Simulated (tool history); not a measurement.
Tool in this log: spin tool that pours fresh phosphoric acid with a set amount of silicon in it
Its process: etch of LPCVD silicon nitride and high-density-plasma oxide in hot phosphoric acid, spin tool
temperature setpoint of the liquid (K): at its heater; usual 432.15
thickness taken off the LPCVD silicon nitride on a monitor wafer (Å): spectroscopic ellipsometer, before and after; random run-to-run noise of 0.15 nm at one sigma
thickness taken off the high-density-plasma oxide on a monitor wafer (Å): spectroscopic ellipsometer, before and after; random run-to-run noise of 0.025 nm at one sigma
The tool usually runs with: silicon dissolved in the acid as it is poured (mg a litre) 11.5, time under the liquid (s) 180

run,hour,temperature setpoint of the liquid (K),silicon dissolved in the acid as it is poured (mg a litre),time under the liquid (s),wafers since the last listed run,hours since the thermometer was replaced,hours since the dissolved silicon flow meter was replaced,hours since the heated supply line was repaired,hours since the gauge calibration,"read-back film thickness of the LPCVD silicon nitride reference wafer, read on the same gauge (nm)","read-back film thickness of the high-density-plasma oxide reference wafer, read on the same gauge (nm)",thickness taken off the LPCVD silicon nitride on a monitor wafer (Å),thickness taken off the high-density-plasma oxide on a monitor wafer (Å)
1,0,432.15,11.5,180,0,1312.2,538.5,1889.1,2135.9,150,150.007,157.5,3.92
2,46.8,432.15,11.5,180,389,1359,585.3,1935.9,2182.7,150.02,149.991,155.8,4.22
3,95.1,432.15,11.5,180,401,1407.3,633.6,1984.2,2231,150,150.011,154.3,4.28
# hour 130.6: dissolved silicon flow meter replaced
4,140.6,432.15,11.5,180,369,1452.8,10,2029.7,2276.5,150,149.996,153.9,3.5
5,167.3,433.65,17,80,221,1479.5,36.7,2056.4,2303.2,149.98,150.032,72.2,1.74
# hour 185.9: gauge calibrated
6,212.1,432.15,4,180,372,1524.3,81.5,2101.2,26.2,149.97,149.999,157,4.52
# hour 221.8: thermometer replaced
7,271.3,433.65,8.5,150,483,49.5,140.7,2160.4,85.4,149.98,149.964,129.3,3.5
8,403.3,430.65,6.5,250,1097,181.5,272.7,2292.4,217.4,150.02,150.019,194.7,4.41
9,437.4,432.15,11.5,180,283,215.6,306.8,2326.5,251.5,150.04,149.994,143.6,3.67
# hour 471.6: heated supply line repaired
10,508.4,433.15,3,130,582,286.6,377.8,36.8,322.5,149.94,150.011,110.1,3.23
11,536.7,432.15,11.5,180,235,314.9,406.1,65.1,350.8,150.02,149.994,146.3,3.22
# hour 584.3: thermometer replaced, repeated, since the last time left the tool worse
12,603.9,432.15,11.5,180,550,19.6,473.3,132.3,418,149.99,149.999,162,4.2
13,638.9,433.15,11.5,180,291,54.6,508.3,167.3,453,150.01,150.017,166.1,4.48
# hour 694.1: dissolved silicon flow meter replaced
14,694.6,432.15,11.5,230,454,110.3,0.5,223,508.7,149.99,150.03,205.7,5.03
15,730,434.65,4.5,130,294,145.7,35.9,258.4,544.1,150.02,150.036,127.6,4.37
16,799.5,432.15,15.5,180,577,215.2,105.4,327.9,613.6,150.01,149.956,160.5,3.71
17,841.8,431.15,11.5,180,351,257.5,147.7,370.2,655.9,150,149.982,154.5,3.41
18,900.7,432.15,11.5,180,489,316.4,206.6,429.1,714.8,150.02,150.027,162.1,4.36
19,960.2,430.65,2.5,145,494,375.9,266.1,488.6,774.3,150.04,150.028,121.1,3.99
20,1004.9,432.15,8.5,235,371,420.6,310.8,533.3,819,150.01,150.009,206.4,6.49
21,1051.7,429.65,5,135,389,467.4,357.6,580.1,865.8,150,150.038,108.9,3.18
22,1086.1,430.65,11.5,180,286,501.8,392,614.5,900.2,150,149.994,152.1,3.8

Alternative continuations, all from the tool just after run 22; predict every row:
A,1086.6,432.15,20,180,4,502.3,392.5,615,900.7,?,?,?,?
B,1086.6,433.65,18,130,4,502.3,392.5,615,900.7,?,?,?,?
C,1086.6,433.65,6,180,4,502.3,392.5,615,900.7,?,?,?,?

run,"read-back film thickness of the LPCVD silicon nitride reference wafer, read on the same gauge (nm)","read-back film thickness of the high-density-plasma oxide reference wafer, read on the same gauge (nm)",thickness taken off the LPCVD silicon nitride on a monitor wafer (Å),thickness taken off the high-density-plasma oxide on a monitor wafer (Å)
A,150.01,150.025,161.7,3.51
B,150.01,150.025,122.9,3
C,150.01,150.025,170.1,5.5
Without the tool's hidden state the same runs would have given:
run,thickness taken off the LPCVD silicon nitride on a monitor wafer (Å),thickness taken off the high-density-plasma oxide on a monitor wafer (Å)
A,165.9,3.72
B,126,3.17
C,174.5,5.82
